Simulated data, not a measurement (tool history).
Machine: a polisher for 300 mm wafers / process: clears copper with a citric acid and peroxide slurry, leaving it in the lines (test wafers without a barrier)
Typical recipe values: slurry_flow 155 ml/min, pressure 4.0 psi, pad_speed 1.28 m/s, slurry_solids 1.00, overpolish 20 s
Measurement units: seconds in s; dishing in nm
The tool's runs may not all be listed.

run,hour,slurry_flow,pressure,pad_speed,slurry_solids,overpolish,wafers since the last listed run,wafers polished on this pad,hours since the slurry nozzle was cleaned,hours since the head pressure was calibrated,hours since the slurry blender was calibrated,"incoming thickness of the incoming film, nm",seconds,dishing
1,0.0,155,4.0,1.28,1.00,20,0,987,127.1,456.5,121.2,616.1,166.5,53.3
# hour 46.0: worn pad replaced by a new one
2,46.5,155,4.0,1.28,1.00,11,172,1,173.6,503.0,167.7,619.0,164.3,30.0
3,94.3,155,4.0,1.28,1.00,11,193,195,221.4,550.8,215.5,611.9,167.1,31.0
# hour 107.6: head pressure recalibrated
4,142.4,155,3.5,1.28,1.00,20,187,382,269.5,34.8,263.6,617.0,190.2,47.7
# hour 161.5: slurry blender recalibrated
5,209.4,155,4.0,1.28,1.00,20,263,646,336.5,101.8,47.9,616.4,164.2,50.8
6,274.4,155,4.0,1.28,1.00,20,263,910,401.5,166.8,112.9,619.6,164.6,50.0
7,346.1,155,4.0,1.28,1.00,20,290,1201,473.2,238.5,184.6,618.7,171.4,51.3
# hour 358.2: worn pad replaced by a new one
8,374.7,155,4.0,1.28,1.00,20,99,66,501.8,267.1,213.2,631.2,169.0,50.6
9,432.7,155,4.0,1.28,1.00,20,235,302,559.8,325.1,271.2,618.5,169.8,51.2
# hour 455.7: slurry blender recalibrated
10,499.7,200,4.0,1.28,1.00,20,263,565,626.8,392.1,44.0,615.1,158.4,54.8
11,528.8,200,4.0,1.28,1.00,20,118,683,655.9,421.2,73.1,623.9,159.0,52.3
# hour 579.4: head pressure recalibrated
12,588.9,125,3.0,1.52,1.15,20,235,919,716.0,9.5,133.2,623.4,198.9,45.1
13,634.7,155,3.4,1.54,1.00,20,185,1105,761.8,55.3,179.0,615.2,173.1,51.3
# hour 674.2: slurry nozzle cleaned
# hour 689.0: worn pad replaced by a new one
# hour 733.1: slurry blender recalibrated
14,739.7,200,4.0,1.28,1.10,17,397,197,65.5,160.3,6.6,625.6,168.5,45.1
15,775.9,155,2.8,1.28,1.00,20,146,344,101.7,196.5,42.8,621.4,254.7,34.9
16,816.9,155,4.0,1.28,1.10,20,166,510,142.7,237.5,83.8,622.2,182.9,47.2
17,870.5,155,3.4,1.54,1.00,20,217,728,196.3,291.1,137.4,625.7,189.8,48.8
# hour 902.9: slurry nozzle cleaned, repeated, since the last time left the tool worse
18,925.2,155,4.0,1.44,0.90,16,217,946,22.3,345.8,192.1,615.9,148.5,45.4
19,978.8,155,4.9,1.28,1.00,20,217,1163,75.9,399.4,245.7,624.6,135.4,63.6
# hour 989.8: slurry blender recalibrated
20,1011.7,155,4.0,1.28,1.00,20,125,1288,108.8,432.3,21.9,618.3,163.0,51.0
21,1049.8,200,4.0,1.12,1.00,26,154,1443,146.9,470.4,60.0,625.6,181.8,63.0
# hour 1053.7: head pressure recalibrated
# hour 1064.7: worn pad replaced by a new one
22,1091.4,135,4.0,1.28,1.00,16,144,108,188.5,37.7,101.6,629.3,173.8,42.4

Below, some changes in seconds between adjacent runs. For each, the amount present without the hidden state too (settings, incoming material, random variation) and the amount remaining for the hidden state with gauge scatter not shared by both compared results:
Hidden state at play: removal rate lost through wear of the pad, %; slurry flow missing at the pad, %; deviation of the head's pressure from its setpoint, %; abrasive missing from the slurry, %.
Run 14 -> 15: slurry_flow 200 -> 155, pressure 4.0 -> 2.8, slurry_solids 1.10 -> 1.00, overpolish 17 -> 20. seconds +86.2 s: hidden state +13.7, all else +72.5.
Run 15 -> 16: pressure 2.8 -> 4.0, slurry_solids 1.00 -> 1.10. seconds -71.8 s: hidden state -6.2, all else -65.6.
Run 17 -> 18: pressure 3.4 -> 4.0, pad_speed 1.54 -> 1.44, slurry_solids 1.00 -> 0.90, overpolish 20 -> 16, slurry nozzle cleaned, repeated, since the last time left the tool worse. seconds -41.3 s: hidden state -23.3, all else -18.0.
